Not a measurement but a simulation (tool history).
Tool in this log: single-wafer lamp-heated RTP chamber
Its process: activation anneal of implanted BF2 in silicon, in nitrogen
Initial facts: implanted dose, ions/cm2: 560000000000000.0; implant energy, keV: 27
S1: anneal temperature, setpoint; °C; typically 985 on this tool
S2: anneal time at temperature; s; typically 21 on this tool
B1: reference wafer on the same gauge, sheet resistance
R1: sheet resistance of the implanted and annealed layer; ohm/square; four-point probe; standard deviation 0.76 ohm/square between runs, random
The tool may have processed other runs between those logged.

run 1 hour=0 | S1=985 S2=21 | B1=176.03 | R1=212.35
run 2 hour=21.6 | S1=965 S2=24 | B1=176.07 | R1=220.23
run 3 hour=53 | S1=965 S2=24 | B1=175.96 | R1=219.14
run 4 hour=82.9 | S1=985 S2=26 | B1=175.96 | R1=209.28
run 5 hour=113.7 | S1=985 S2=30 | B1=175.79 | R1=207.38
run 6 hour=143.3 | S1=985 S2=30 | B1=176.01 | R1=207.62
run 7 hour=167.9 | S1=985 S2=21 | B1=175.92 | R1=209.68
-- hour=184 pyrometer window cleaned and pyrometer calibrated
run 8 hour=184.5 | S1=985 S2=21 | B1=175.96 | R1=213
run 9 hour=204.5 | S1=985 S2=21 | B1=176.03 | R1=210.3
run 10 hour=223.7 | S1=985 S2=21 | B1=176.01 | R1=210.78
run 11 hour=256.9 | S1=985 S2=21 | B1=176.09 | R1=210.12
run 12 hour=291.5 | S1=985 S2=21 | B1=175.99 | R1=211.46
run 13 hour=325.7 | S1=985 S2=21 | B1=176.13 | R1=209.24
-- hour=343.8 pyrometer window cleaned and pyrometer calibrated
run 14 hour=378.2 | S1=985 S2=21 | B1=175.99 | R1=211.76
run 15 hour=392.8 | S1=985 S2=21 | B1=176.05 | R1=210.6
run 16 hour=409.9 | S1=985 S2=27 | B1=176.01 | R1=208.89
run 17 hour=436.6 | S1=985 S2=27 | B1=176.07 | R1=208.48
run 18 hour=468.2 | S1=975 S2=31 | B1=176.13 | R1=211.46
run 19 hour=493.5 | S1=996 S2=11 | B1=175.98 | R1=209.54
-- hour=506.9 pyrometer window cleaned and pyrometer calibrated
run 20 hour=520.9 | S1=985 S2=21 | B1=175.9 | R1=211.98
-- hour=541.3 reflector plate cleaned
run 21 hour=555.8 | S1=958 S2=27 | B1=175.93 | R1=228.04
-- hour=570.5 gauge calibrated
run 22 hour=576 | S1=972 S2=31 | B1=176.22 | R1=215.4
run 23 hour=591.7 | S1=957 S2=21 | B1=176.12 | R1=227.68
run 24 hour=619.3 | S1=958 S2=9 | B1=175.89 | R1=233.56
-- hour=676 pyrometer window cleaned and pyrometer calibrated
run 25 hour=684.5 | S1=961 S2=29 | B1=175.96 | R1=225.35
run 26 hour=719 | S1=996 S2=29 | B1=176.01 | R1=206.09
run 27 hour=731.7 | S1=995 S2=33 | B1=176.01 | R1=205.5
run 28 hour=753 | S1=985 S2=21 | B1=175.87 | R1=210.74
run 29 hour=787.3 | S1=959 S2=21 | B1=175.82 | R1=220.85
run 30 hour=810.5 | S1=955 S2=21 | B1=176.04 | R1=223.94
-- hour=833.1 pyrometer window cleaned and pyrometer calibrated
run 31 hour=833.6 | S1=985 S2=21 | B1=176.04 | R1=214.81
run 32 hour=853.8 | S1=996 S2=11 | B1=175.8 | R1=213.1
run 33 hour=879.8 | S1=996 S2=29 | B1=176.13 | R1=207.53
run 34 hour=904.5 | S1=1008 S2=26 | B1=176 | R1=202.83

Here are 5 independent what-if runs from the current tool condition. What would each one return?
run A hour=904.9 | S1=994 S2=21 | B1=? | R1=?
run B hour=904.9 | S1=964 S2=30 | B1=? | R1=?
run C hour=904.9 | S1=971 S2=15 | B1=? | R1=?
run D hour=904.9 | S1=974 S2=31 | B1=? | R1=?
run E hour=904.9 | S1=998 S2=11 | B1=? | R1=?

run=A B1=176.11 R1=207.54
run=B B1=176.11 R1=216.7
run=C B1=176.11 R1=218.21
run=D B1=176.11 R1=211.82
run=E B1=176.11 R1=209.96
The same runs, with their run-to-run variation unchanged, on a tool lacking any hidden condition would have given:
run=A R1=212.9
run=B R1=227.37
run=C R1=229.11
run=D R1=220.01
run=E R1=215.17
